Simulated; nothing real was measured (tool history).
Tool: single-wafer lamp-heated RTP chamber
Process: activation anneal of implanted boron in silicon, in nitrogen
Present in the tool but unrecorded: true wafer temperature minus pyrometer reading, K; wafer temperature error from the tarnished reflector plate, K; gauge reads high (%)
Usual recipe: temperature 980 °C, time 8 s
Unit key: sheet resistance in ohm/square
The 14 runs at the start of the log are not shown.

run    hour  temperature  time  wafers since the last listed run  wafers since the last pyrometer calibration  wafers since the reflector plate was cleaned  hours since the gauge calibration  read-back reference wafer on the same gauge, sheet resistance  sheet resistance
      789.1  -- reflector plate cleaned
 15   818.9         1009     5                               850                                         8395                                           490                              410.8                                                         335.16            303.38
        855  -- pyrometer window cleaned and pyrometer calibrated
 16   855.5          992    10                               470                                            8                                           961                              447.4                                                         335.55            309.95
 17   900.2          960    12                               735                                          743                                          1696                              492.1                                                         334.48            362.89
 18   965.8          980     4                              1079                                         1823                                          2776                              557.7                                                         334.31            329.48
 19   993.8          955    11                               460                                         2283                                          3237                              585.7                                                         333.82            375.94
 20  1034.1          980     8                               663                                         2947                                          3900                                626                                                         333.69            322.08
 21  1094.8          980     8                               998                                         3945                                          4899                              686.7                                                         332.73            321.44
 22  1245.4          989    11                              2478                                         6424                                          7377                              837.3                                                         331.35             309.4
     1278.7  -- reflector plate cleaned
 23  1279.2          980     8                               424                                         6848                                             8                              871.1                                                         331.06            322.32
     1299.4  -- pyrometer window cleaned and pyrometer calibrated
 24  1337.7          980     8                               830                                          630                                           839                              929.6                                                         330.45            318.18
 25  1408.8          997    11                              1169                                         1800                                          2009                             1000.7                                                         330.23            302.56
 26  1477.3          980     8                              1127                                         2927                                          3136                             1069.2                                                         329.46             320.2
 27  1537.1          980     8                               984                                         3911                                          4120                               1129                                                         328.69            318.34
 28  1587.7          980     8                               832                                         4744                                          4953                             1179.6                                                         328.46            316.73
 29  1640.5          990     7                               868                                         5613                                          5821                             1232.4                                                         327.69            308.35
 30  1667.8          998     8                               449                                         6062                                          6271                             1259.7                                                         327.47            301.79
 31  1715.5          980     8                               784                                         6847                                          7056                             1307.4                                                         326.78             315.8
     1789.6  -- pyrometer window cleaned and pyrometer calibrated
 32  1790.1          971    11                              1095                                            7                                          8152                               1382                                                         326.13            326.49
     1834.5  -- reflector plate cleaned
 33  1853.9          989     5                               918                                          925                                           319                             1445.8                                                         325.93            309.07
 34  1908.9          992    12                               905                                         1830                                          1224                             1500.8                                                         325.13            297.51
 35  1960.6          980     6                               850                                         2681                                          2075                             1552.5                                                         323.97            316.57
 36  1988.5          994     5                               459                                         3140                                          2534                             1580.4                                                         323.84            300.13

4 ways to go on from here, each from the tool as it stands after run 36. What would each give?
  A  1988.9          996     8                                 6                                         3147                                          2541                             1580.8                                                              ?                 ?
  B  1988.9          980     3                                 6                                         3147                                          2541                             1580.8                                                              ?                 ?
  C  1988.9          972    10                                 6                                         3147                                          2541                             1580.8                                                              ?                 ?
  D  1988.9         1001     4                                 6                                         3147                                          2541                             1580.8                                                              ?                 ?

run  read-back reference wafer on the same gauge, sheet resistance  sheet resistance
  A                                                         323.95            297.25
  B                                                         323.95            315.08
  C                                                         323.95            322.42
  D                                                         323.95            297.05
Stripped of hidden state, with their random variation kept, the same runs would have yielded:
run  sheet resistance
  A            310.83
  B            329.48
  C            337.15
  D            310.62
